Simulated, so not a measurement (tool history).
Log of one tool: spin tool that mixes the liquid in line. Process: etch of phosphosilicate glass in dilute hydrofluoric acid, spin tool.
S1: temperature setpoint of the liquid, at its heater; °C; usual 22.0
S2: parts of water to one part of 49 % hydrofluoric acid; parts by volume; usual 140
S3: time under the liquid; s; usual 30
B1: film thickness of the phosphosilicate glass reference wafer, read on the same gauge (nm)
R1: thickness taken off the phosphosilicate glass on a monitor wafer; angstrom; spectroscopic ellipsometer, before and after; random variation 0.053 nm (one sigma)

run	hour	S1	S2	S3	B1	R1
1	0.0	26.0	140	30	110.00	164.8
2	20.1	26.0	140	30	110.01	165.5
3	51.6	26.0	140	30	109.99	165.7
4	80.4	22.0	140	30	109.99	141.2
5	96.6	22.0	140	30	109.98	140.9
6	115.9	22.0	140	30	110.02	140.9
7	136.7	22.0	140	15	109.98	70.5
8	165.9	22.0	140	15	110.00	70.8
9	193.0	22.0	140	30	110.01	141.2
10	209.2	22.0	140	30	110.00	142.5
# hour 232.0: gauge calibrated
11	244.9	22.0	140	30	110.00	141.8
12	259.5	22.0	140	30	109.99	141.5
13	287.5	22.0	140	30	110.00	141.7
14	307.2	22.0	165	50	109.99	196.6
15	320.6	22.0	140	30	110.01	142.3
# hour 332.3: hydrofluoric acid flow meter replaced
16	338.5	22.0	105	30	110.00	186.0
17	363.4	22.0	140	30	110.01	134.6
18	399.1	26.0	75	30	110.01	318.8
19	412.9	22.0	105	30	109.99	186.2
20	427.8	22.0	185	30	109.98	96.8
21	460.0	20.0	170	25	109.98	83.2
22	475.0	22.0	140	40	109.98	178.8
# hour 480.8: thermometer replaced
23	501.1	24.0	140	40	109.97	215.9
24	542.6	22.0	200	25	109.98	82.0
25	575.8	22.0	105	30	109.99	207.0
26	603.1	22.0	140	30	109.99	150.0

What the log doesn't show, run by run:
gauge reads high (%): 0 in every run
H1: liquid colder than its thermometer reads (K)
H2: hydrofluoric acid flow above the setpoint (%)
run	H1	H2
1	2.04	3.06
2	2.06	3.17
3	2.1	3.35
4	2.14	3.51
5	2.16	3.61
6	2.19	3.72
7	2.22	3.83
8	2.25	4
9	2.29	4.15
10	2.31	4.25
11	2.36	4.45
12	2.38	4.53
13	2.42	4.69
14	2.44	4.8
15	2.46	4.88
16	2.48	0.335
17	2.52	0.476
18	2.56	0.679
19	2.58	0.757
20	2.6	0.842
21	2.64	1.02
22	2.66	1.11
23	0.0564	1.26
24	0.111	1.49
25	0.155	1.68
26	0.191	1.84
